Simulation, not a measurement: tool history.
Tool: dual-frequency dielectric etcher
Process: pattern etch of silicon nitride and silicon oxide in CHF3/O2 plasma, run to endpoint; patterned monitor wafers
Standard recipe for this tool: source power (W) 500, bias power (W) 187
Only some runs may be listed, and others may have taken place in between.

run    hour  source power (W)  bias power (W)  wafers since the last listed run  hours since the last wet clean  hours since the last source power generator calibration  hours since the last bias power generator calibration  hours since the last upper electrode change  incoming incoming film thickness, nm  endpoint time (s)
  1       0               430             159                                 0                             791                                                   3244.9                                                  329.6                                       2102.8                                   297              254.8
  2    37.2               430             159                               212                           828.2                                                   3282.1                                                  366.8                                         2140                                 295.1              254.5
       79.8  -- wet clean of the chamber
  3   140.9               570             187                               456                            61.1                                                   3385.8                                                  470.5                                       2243.7                                 297.4                199
  4     224               570             187                               475                           144.2                                                   3468.9                                                  553.6                                       2326.8                                 297.4              199.6
  5   269.7               500             187                               261                           189.9                                                   3514.6                                                  599.3                                       2372.5                                 295.3              211.9
  6   321.7               500             187                               297                           241.9                                                   3566.6                                                  651.3                                       2424.5                                 299.8              216.4
  7   420.6               500             187                               566                           340.8                                                   3665.5                                                  750.2                                       2523.4                                 296.6              213.5
  8   458.8               500             155                               218                             379                                                   3703.7                                                  788.4                                       2561.6                                 296.8              233.5
  9   501.2               500             155                               242                           421.4                                                   3746.1                                                  830.8                                         2604                                 301.8              238.7
      741.6  -- wet clean of the chamber
 10   753.4               500             155                              1306                            11.8                                                   3998.3                                                   1083                                       2856.2                                 301.8              228.9
 11   808.4               500             187                               314                            66.8                                                   4053.3                                                   1138                                       2911.2                                   296              206.6
 12     848               500             187                               226                           106.4                                                   4092.9                                                 1177.6                                       2950.8                                 297.3              205.8
 13   927.6               500             187                               455                             186                                                   4172.5                                                 1257.2                                       3030.4                                 298.5              209.8
 14  1027.9               430             159                               574                           286.3                                                   4272.8                                                 1357.5                                       3130.7                                 297.8              242.7
 15  1065.6               420             147                               215                             324                                                   4310.5                                                 1395.2                                       3168.4                                 298.4              257.4
 16  1170.2               410             187                               598                           428.6                                                   4415.1                                                 1499.8                                         3273                                   297              230.6
 17  1239.9               600             187                               399                           498.3                                                   4484.8                                                 1569.5                                       3342.7                                 298.9              195.8
 18  1327.7               570             175                               502                           586.1                                                   4572.6                                                 1657.3                                       3430.5                                 293.6              205.5
 19  1364.5               410             200                               210                           622.9                                                   4609.4                                                 1694.1                                       3467.3                                 297.9              226.3
     1386.9  -- source power generator calibrated
     1413.3  -- bias power generator calibrated
 20  1440.5               590             187                               389                           698.9                                                     53.6                                                   27.2                                       3543.3                                 297.8              202.8
 21  1537.5               600             165                               555                           795.9                                                    150.6                                                  124.2                                       3640.3                                 295.7              214.9
     1593.5  -- wet clean of the chamber
 22  1729.6               420             203                               962                           136.1                                                    342.7                                                  316.3                                       3832.4                                 300.7              223.5
     1933.2  -- upper electrode replaced
 23  2033.9               380             187                              1604                           440.4                                                      647                                                  620.6                                        100.7                                 297.4              244.6
 24  2104.9               500             164                               406                           511.4                                                      718                                                  691.6                                        171.7                                 301.2              233.5
 25  2190.3               610             211                               488                           596.8                                                    803.4                                                    777                                        257.1                                 296.9              189.7
     2330.3  -- wet clean of the chamber
 26  2474.9               550             207                              1491                           144.6                                                     1088                                                 1061.6                                        541.7                                 296.5              195.3
 27  2542.1               420             203                               384                           211.8                                                   1155.2                                                 1128.8                                        608.9                                 295.8              219.6
 28  2603.9               500             187                               353                           273.6                                                     1217                                                 1190.6                                        670.7                                 297.5              215.5
 29  2656.3               450             187                               299                             326                                                   1269.4                                                   1243                                        723.1                                 297.8              226.7
 30  2732.8               430             187                               437                           402.5                                                   1345.9                                                 1319.5                                        799.6                                 296.9              230.3
 31  2802.3               550             207                               397                             472                                                   1415.4                                                   1389                                        869.1                                 295.1              195.5
 32  2841.7               470             205                               225                           511.4                                                   1454.8                                                 1428.4                                        908.5                                 300.4              216.4
 33  2901.2               390             212                               340                           570.9                                                   1514.3                                                 1487.9                                          968                                 300.4              231.9
 34  2957.7               450             142                               323                           627.4                                                   1570.8                                                 1544.4                                       1024.5                                 295.4                260
 35  3010.7               550             142                               303                           680.4                                                   1623.8                                                 1597.4                                       1077.5                                 296.4              237.9
     3064.4  -- wet clean of the chamber
 36  3116.6               570             175                               468                            52.2                                                   1729.7                                                 1703.3                                       1183.4                                 295.7              206.4

Measured result minus the same run's result without the hidden state. Both carry the same run-to-run variation, though not necessarily the same gauge scatter:
Hidden conditions of the tool in this case: etch rate over this chamber's usual, %; source power that arrives over what is set, %; bias power that arrives over what is set, %.
run  endpoint time (s)
  1               +9.4
  2               +9.9
  3               -1.5
  4               -0.7
  5               -0.3
  6               +0.2
  7               +1.2
  8               +1.6
  9               +2.1
 10                 -6
 11               -4.9
 12               -4.4
 13               -3.7
 14               -3.3
 15               -3.1
 16               -1.6
 17               -0.7
 18                 +0
 19               +0.6
 20               +6.3
 21               +7.9
 22               -0.6
 23               +3.4
 24               +4.1
 25               +4.1
 26               +0.3
 27               +1.1
 28               +1.7
 29               +2.4
 30               +3.5
 31               +3.6
 32               +4.4
 33               +5.4
 34               +6.8
 35               +6.9
 36               -0.3
